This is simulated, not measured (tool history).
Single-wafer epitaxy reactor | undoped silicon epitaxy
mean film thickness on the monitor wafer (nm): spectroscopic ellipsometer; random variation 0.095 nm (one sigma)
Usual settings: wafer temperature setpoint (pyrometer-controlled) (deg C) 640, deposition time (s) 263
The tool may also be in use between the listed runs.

run    hour  wafer temperature setpoint (pyrometer-controlled) (deg C)  deposition time (s)  read-back reference wafer on the same gauge, thickness_nm  mean film thickness on the monitor wafer (nm)
  1       0                                                        640                  263                                                     40.495                                         35.501
  2    44.6                                                        640                  263                                                     40.466                                         35.649
  3    80.3                                                        640                  263                                                     40.531                                         35.778
  4   118.3                                                        640                  263                                                     40.487                                         35.694
      151.5  -- pyrometer calibrated
  5   155.7                                                        640                  263                                                     40.506                                         36.134
  6   196.3                                                        640                  263                                                     40.522                                         36.071
  7   256.8                                                        640                  239                                                     40.529                                         32.857
  8   290.8                                                        640                  263                                                     40.498                                         35.882
  9     327                                                        640                  263                                                     40.499                                         36.115
 10   363.8                                                        640                  263                                                     40.474                                         35.872
 11   398.3                                                        640                  263                                                     40.513                                         35.842
 12   457.1                                                        640                  263                                                     40.543                                           35.8
 13   517.2                                                        631                  227                                                     40.499                                         24.364
 14   574.6                                                        645                  263                                                     40.481                                         40.451
 15   627.3                                                        645                  263                                                     40.477                                         40.596
 16   666.4                                                        645                  263                                                     40.515                                          40.59
 17     780                                                        643                  295                                                     40.502                                         43.279
 18   812.9                                                        647                  263                                                     40.514                                         42.538
 19   877.1                                                        647                  263                                                     40.513                                           42.5
 20   907.3                                                        640                  249                                                     40.501                                         33.646
 21   964.9                                                        640                  249                                                     40.501                                         33.824
 22  1032.4                                                        640                  263                                                     40.446                                         35.777
 23  1063.2                                                        640                  263                                                      40.55                                         35.539
     1087.8  -- pyrometer calibrated
 24  1122.8                                                        630                  288                                                     40.485                                         30.631
 25  1158.7                                                        627                  263                                                     40.532                                         25.971
 26  1185.1                                                        640                  263                                                      40.54                                         36.094
 27  1240.9                                                        640                  295                                                      40.49                                         40.528
 28  1291.2                                                        640                  216                                                     40.501                                         29.509
     1308.2  -- gauge calibrated
 29  1318.1                                                        640                  263                                                     40.529                                         35.973
 30  1353.8                                                        640                  263                                                      40.51                                          35.79
 31  1424.7                                                        631                  227                                                     40.491                                          24.54
 32  1479.5                                                        640                  263                                                     40.507                                         35.886
 33  1514.2                                                        648                  313                                                     40.536                                         52.093
 34  1546.5                                                        631                  302                                                     40.508                                         32.751
 35  1583.7                                                        633                  235                                                     40.479                                         26.795
 36  1757.5                                                        636                  226                                                     40.487                                         27.769
 37    1803                                                        652                  299                                                     40.511                                         54.822
 38  1833.2                                                        640                  263                                                     40.534                                         35.789
 39  1902.6                                                        633                  298                                                     40.509                                         33.899
 40    1935                                                        645                  284                                                     40.513                                         43.909
 41  1977.4                                                        640                  263                                                      40.49                                         35.794
 42  2021.4                                                        629                  287                                                     40.522                                         29.262
 43  2046.1                                                        644                  304                                                     40.488                                         45.658
 44  2077.9                                                        628                  217                                                      40.47                                         21.593
 45  2149.2                                                        627                  217                                                     40.457                                         21.024
 46  2210.4                                                        651                  279                                                     40.557                                         49.965

What the log doesn't show, run by run:
gauge reads high (%): 0 in every run
H1: wafer temperature above the value expected at the setpoint (K)
run        H1
  1    -0.555
  2    -0.564
  3    -0.569
  4    -0.575
  5   -0.0911
  6    -0.155
  7    -0.236
  8    -0.277
  9    -0.316
 10    -0.351
 11    -0.381
 12    -0.426
 13    -0.465
 14    -0.497
 15    -0.522
 16    -0.538
 17    -0.576
 18    -0.585
 19      -0.6
 20    -0.606
 21    -0.617
 22    -0.627
 23    -0.631
 24  -0.00851
 25   -0.0602
 26   -0.0951
 27    -0.161
 28    -0.212
 29    -0.236
 30    -0.266
 31    -0.316
 32    -0.349
 33    -0.367
 34    -0.383
 35    -0.399
 36    -0.456
 37    -0.466
 38    -0.473
 39    -0.486
 40    -0.491
 41    -0.497
 42    -0.502
 43    -0.505
 44    -0.509
 45    -0.515
 46     -0.52
